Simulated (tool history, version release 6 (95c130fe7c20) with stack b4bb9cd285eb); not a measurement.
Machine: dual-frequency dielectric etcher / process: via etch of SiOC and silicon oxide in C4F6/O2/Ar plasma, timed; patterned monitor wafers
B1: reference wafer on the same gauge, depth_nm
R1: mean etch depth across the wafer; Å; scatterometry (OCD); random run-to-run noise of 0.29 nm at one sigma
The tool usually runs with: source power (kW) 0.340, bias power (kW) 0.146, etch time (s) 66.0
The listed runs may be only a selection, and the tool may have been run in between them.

run 1 hour=0.0 | source_power_(kW)=0.340 bias_power_(kW)=0.155 etch_time_(s)=66.0 | B1=70.9 | R1=647
run 2 hour=21.3 | source_power_(kW)=0.340 bias_power_(kW)=0.155 etch_time_(s)=66.0 | B1=70.7 | R1=647
run 3 hour=42.2 | source_power_(kW)=0.340 bias_power_(kW)=0.155 etch_time_(s)=66.0 | B1=70.7 | R1=650
-- hour=62.8 source power generator calibrated
run 4 hour=63.3 | source_power_(kW)=0.340 bias_power_(kW)=0.146 etch_time_(s)=66.0 | B1=70.6 | R1=635
run 5 hour=75.8 | source_power_(kW)=0.340 bias_power_(kW)=0.146 etch_time_(s)=66.0 | B1=70.6 | R1=636
run 6 hour=89.3 | source_power_(kW)=0.340 bias_power_(kW)=0.146 etch_time_(s)=66.0 | B1=70.6 | R1=636
run 7 hour=120.6 | source_power_(kW)=0.340 bias_power_(kW)=0.146 etch_time_(s)=66.0 | B1=70.5 | R1=636
run 8 hour=137.4 | source_power_(kW)=0.340 bias_power_(kW)=0.146 etch_time_(s)=66.0 | B1=70.5 | R1=633
run 9 hour=160.7 | source_power_(kW)=0.340 bias_power_(kW)=0.146 etch_time_(s)=66.0 | B1=70.4 | R1=633
run 10 hour=186.5 | source_power_(kW)=0.340 bias_power_(kW)=0.146 etch_time_(s)=66.0 | B1=70.3 | R1=631
run 11 hour=215.7 | source_power_(kW)=0.340 bias_power_(kW)=0.146 etch_time_(s)=66.0 | B1=70.2 | R1=633
run 12 hour=247.9 | source_power_(kW)=0.400 bias_power_(kW)=0.146 etch_time_(s)=66.0 | B1=70.1 | R1=669
run 13 hour=279.5 | source_power_(kW)=0.340 bias_power_(kW)=0.146 etch_time_(s)=66.0 | B1=70.0 | R1=633
run 14 hour=303.4 | source_power_(kW)=0.340 bias_power_(kW)=0.159 etch_time_(s)=71.0 | B1=69.8 | R1=690
-- hour=309.3 gauge calibrated
run 15 hour=326.8 | source_power_(kW)=0.280 bias_power_(kW)=0.114 etch_time_(s)=73.5 | B1=72.3 | R1=645
-- hour=337.4 bias power generator calibrated
run 16 hour=355.6 | source_power_(kW)=0.340 bias_power_(kW)=0.146 etch_time_(s)=66.0 | B1=72.3 | R1=648
run 17 hour=376.4 | source_power_(kW)=0.380 bias_power_(kW)=0.177 etch_time_(s)=56.0 | B1=72.3 | R1=596
run 18 hour=404.8 | source_power_(kW)=0.270 bias_power_(kW)=0.127 etch_time_(s)=54.5 | B1=72.3 | R1=485
-- hour=432.1 upper electrode replaced
-- hour=462.4 wet clean of the chamber
run 19 hour=484.9 | source_power_(kW)=0.320 bias_power_(kW)=0.163 etch_time_(s)=66.0 | B1=72.3 | R1=656
run 20 hour=498.0 | source_power_(kW)=0.260 bias_power_(kW)=0.174 etch_time_(s)=76.0 | B1=72.2 | R1=732
run 21 hour=524.5 | source_power_(kW)=0.340 bias_power_(kW)=0.146 etch_time_(s)=66.0 | B1=72.2 | R1=654
run 22 hour=550.0 | source_power_(kW)=0.340 bias_power_(kW)=0.146 etch_time_(s)=66.0 | B1=72.2 | R1=649
run 23 hour=584.5 | source_power_(kW)=0.340 bias_power_(kW)=0.119 etch_time_(s)=66.0 | B1=72.1 | R1=621
run 24 hour=609.5 | source_power_(kW)=0.300 bias_power_(kW)=0.146 etch_time_(s)=66.0 | B1=72.2 | R1=624
run 25 hour=635.1 | source_power_(kW)=0.340 bias_power_(kW)=0.146 etch_time_(s)=66.0 | B1=72.1 | R1=649
run 26 hour=654.9 | source_power_(kW)=0.340 bias_power_(kW)=0.175 etch_time_(s)=85.0 | B1=72.2 | R1=882
run 27 hour=677.7 | source_power_(kW)=0.340 bias_power_(kW)=0.146 etch_time_(s)=66.0 | B1=72.1 | R1=650
run 28 hour=702.7 | source_power_(kW)=0.390 bias_power_(kW)=0.146 etch_time_(s)=66.0 | B1=72.0 | R1=677
run 29 hour=735.0 | source_power_(kW)=0.310 bias_power_(kW)=0.166 etch_time_(s)=66.0 | B1=72.0 | R1=655

Predict each of these 5 candidate next runs independently; none follows another, all start after run 29:
run A hour=735.4 | source_power_(kW)=0.340 bias_power_(kW)=0.146 etch_time_(s)=66.0 | B1=? | R1=?
run B hour=735.4 | source_power_(kW)=0.340 bias_power_(kW)=0.160 etch_time_(s)=66.0 | B1=? | R1=?
run C hour=735.4 | source_power_(kW)=0.340 bias_power_(kW)=0.182 etch_time_(s)=56.0 | B1=? | R1=?
run D hour=735.4 | source_power_(kW)=0.410 bias_power_(kW)=0.129 etch_time_(s)=66.0 | B1=? | R1=?
run E hour=735.4 | source_power_(kW)=0.270 bias_power_(kW)=0.128 etch_time_(s)=57.0 | B1=? | R1=?

run=A B1=72.0 R1=653
run=B B1=72.0 R1=669
run=C B1=72.0 R1=588
run=D B1=72.0 R1=671
run=E B1=72.0 R1=511
With no hidden state in the tool, these same runs would have given:
run=A R1=654
run=B R1=670
run=C R1=588
run=D R1=671
run=E R1=511

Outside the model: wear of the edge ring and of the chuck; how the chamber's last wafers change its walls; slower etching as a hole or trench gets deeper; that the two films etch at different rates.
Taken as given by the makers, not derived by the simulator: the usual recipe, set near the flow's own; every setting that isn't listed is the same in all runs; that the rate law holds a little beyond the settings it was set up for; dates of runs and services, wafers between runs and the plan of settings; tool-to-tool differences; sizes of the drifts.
